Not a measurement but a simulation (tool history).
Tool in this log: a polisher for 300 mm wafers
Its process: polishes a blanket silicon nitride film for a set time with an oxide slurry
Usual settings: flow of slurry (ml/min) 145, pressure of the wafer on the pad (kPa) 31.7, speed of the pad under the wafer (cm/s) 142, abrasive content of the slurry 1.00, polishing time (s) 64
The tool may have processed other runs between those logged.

run	day	flow of slurry (ml/min)	pressure of the wafer on the pad (kPa)	speed of the pad under the wafer (cm/s)	abrasive content of the slurry	polishing time (s)	wafers since the last listed run	wafers polished on this pad	hours since the slurry nozzle was cleaned	hours since the head pressure was calibrated	hours since the slurry blender was calibrated	hours since the conditioning disc was replaced	incoming thickness of the incoming film, nm	film removed (Å)
1	0.000	145	31.7	142	1.00	64	0	185	211.2	807.3	82.2	248.0	455.5	612
2	0.750	145	27.6	142	1.00	64	116	302	229.2	825.3	100.2	266.0	462.6	532
# day 2.096: worn pad replaced by a new one
3	2.154	145	27.6	142	1.00	64	192	9	262.9	859.0	133.9	299.7	458.6	535
4	3.412	155	31.7	142	1.00	64	195	204	293.1	889.2	164.1	329.9	458.4	619
5	4.050	155	31.7	142	1.00	64	98	303	308.4	904.5	179.4	345.2	457.3	624
# day 4.333: slurry blender recalibrated
# day 5.283: worn pad replaced by a new one
6	5.400	145	31.7	142	1.00	64	170	17	340.8	936.9	25.6	377.6	467.8	617
7	6.358	145	31.7	142	1.00	64	148	166	363.8	959.9	48.6	400.6	452.1	615

Estimate the outcome of run 8 from the log above:
# day 6.892: conditioning disc replaced and pad reconditioned
# day 9.183: worn pad replaced by a new one
# day 9.200: slurry nozzle cleaned
8	10.329	145	31.7	142	1.15	57	574	175	27.1	1055.2	143.9	82.5	455.0	?

Run 8 produced film removed (Å) 575.
Take away the tool's hidden state, keep the run-to-run variation as it was, and the same run would have given film removed (Å) 575.
